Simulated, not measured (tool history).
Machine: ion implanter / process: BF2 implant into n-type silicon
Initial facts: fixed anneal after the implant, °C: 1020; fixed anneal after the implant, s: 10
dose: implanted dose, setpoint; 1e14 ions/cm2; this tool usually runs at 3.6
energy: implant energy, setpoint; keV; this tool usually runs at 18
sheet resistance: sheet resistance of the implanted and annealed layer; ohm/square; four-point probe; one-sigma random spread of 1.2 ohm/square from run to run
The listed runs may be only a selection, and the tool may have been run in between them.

run      day  dose  energy  wafers since the last listed run  hours since the last dose calibration  hours since the extraction supply was calibrated  hours since the gauge calibration  read-back reference wafer on the same gauge, sheet resistance  sheet resistance
  1        0   3.6      18                                 0                                  793.3                                              4545                             1955.3                                                            417            381.69
  2    3.204   3.6      18                              1646                                  870.2                                            4621.9                             2032.2                                                         417.32            381.17
  3      5.1   3.6      18                               974                                  915.7                                            4667.4                             2077.7                                                         417.14            378.75
  4    9.183   3.6      18                              2098                                 1013.7                                            4765.4                             2175.7                                                         417.12            380.02
  5   12.038  3.35      18                              1466                                 1082.2                                            4833.9                             2244.2                                                         417.73            399.99
  6   15.392  3.35      18                              1723                                 1162.7                                            4914.4                             2324.7                                                         417.72            398.23
  7   18.992  3.17      14                              1849                                 1249.1                                            5000.8                             2411.1                                                         417.15            433.04
  8    22.55   3.6      18                              1828                                 1334.5                                            5086.2                             2496.5                                                         416.86            377.53
  9   26.162  4.07      18                              1856                                 1421.2                                            5172.9                             2583.2                                                         417.48             344.2
 10   29.342  4.07      18                              1633                                 1497.5                                            5249.2                             2659.5                                                         417.29            343.26
 11   32.442   3.6      18                              1592                                 1571.9                                            5323.6                             2733.9                                                         417.05            374.28
      36.129  -- extraction supply calibrated
 12   36.267   3.6      18                              1794                                 1663.7                                               3.3                             2825.7                                                         417.29            375.25
 13   38.275   3.6      18                              1031                                 1711.9                                              51.5                             2873.9                                                         416.08            372.27
 14   42.475   3.6    22.5                              2157                                 1812.7                                             152.3                             2974.7                                                         417.21            358.87
 15   45.612   3.6    22.5                              1612                                   1888                                             227.6                               3050                                                          417.1            361.42
 16   49.829   3.6    13.5                              2166                                 1989.2                                             328.8                             3151.2                                                         416.72            391.69
 17   53.683  4.21      18                              1980                                 2081.7                                             421.3                             3243.7                                                         416.48            331.47
 18   55.454  4.37    13.5                               909                                 2124.2                                             463.8                             3286.2                                                         416.98             344.5
 19   59.704  2.84      12                              2183                                 2226.2                                             565.8                             3388.2                                                         417.37            473.22
      60.392  -- Faraday cup replaced and dose calibrated
 20   61.988  4.31      16                              1001                                   38.3                                             620.6                               3443                                                         417.62            343.51
      61.992  -- gauge calibrated
 21   65.588   3.6      18                              1849                                  124.7                                               707                               86.3                                                         416.59            379.49
 22   68.379   3.9      22                              1434                                  191.7                                               774                              153.3                                                         417.52            347.51
 23   72.762   3.6      18                              2252                                  296.9                                             879.2                              258.5                                                         417.22            379.77
 24   75.842   3.6      18                              1582                                  370.8                                             953.1                              332.4                                                         417.13            381.37
 25   78.438   3.6      18                              1333                                  433.1                                            1015.4                              394.7                                                         416.49             381.3
 26   81.788  4.37    19.5                              1721                                  513.5                                            1095.8                              475.1                                                         416.44            325.48
 27   84.292   3.6      18                              1286                                  573.6                                            1155.9                              535.2                                                         416.71            379.38
 28   88.608   3.6      23                              2217                                  677.2                                            1259.5                              638.8                                                          416.5            367.36
 29   92.858   4.6      14                              2183                                  779.2                                            1361.5                              740.8                                                         416.77            340.75
 30   95.746  3.26    15.5                              1483                                  848.5                                            1430.8                              810.1                                                         417.35            418.68
 31   97.896   3.6    15.5                              1104                                  900.1                                            1482.4                              861.7                                                          417.3            387.82
 32   99.617  4.31      22                               884                                  941.4                                            1523.7                                903                                                         417.62            321.17
 33  102.871  4.45      18                              1671                                 1019.5                                            1601.8                              981.1                                                         416.84            324.64
 34  105.458  4.21    21.5                              1329                                 1081.6                                            1663.9                             1043.2                                                         416.75            327.16
 35  107.396  2.96    16.5                               995                                 1128.1                                            1710.4                             1089.7                                                         417.13            445.73
 36  109.008   3.6      20                               828                                 1166.8                                            1749.1                             1128.4                                                         416.68            371.43
 37  111.946  4.37      13                              1509                                 1237.3                                            1819.6                             1198.9                                                         416.77            355.08
 38  113.708  4.28      18                               905                                 1279.6                                            1861.9                             1241.2                                                         417.48            332.87

Difference, measured minus no-hidden-state, one row per run. Run-to-run variation is common to both terms; the gauge's own scatter need not be:
Hidden conditions of the tool in this case: deviation of the true dose from the Faraday cup's reading, %; deviation of the true energy from its setpoint, %; gauge reads high (%).
run  sheet resistance
  1             -1.96
  2             -2.33
  3             -2.54
  4             -3.07
  5             -3.75
  6             -4.28
  7              -5.1
  8             -5.14
  9                -5
 10             -5.52
 11             -6.98
 12             -7.81
 13             -8.19
 14              -9.4
 15            -10.24
 16            -10.46
 17             -9.88
 18             -9.23
 19            -17.26
 20             -0.84
 21             -1.11
 22              -1.1
 23             -1.31
 24             -1.46
 25             -1.59
 26             -1.46
 27             -1.98
 28             -2.43
 29             -1.96
 30             -3.38
 31             -3.25
 32             -2.98
 33             -3.05
 34             -3.71
 35             -5.68
 36             -4.91
 37             -3.96
 38             -4.55
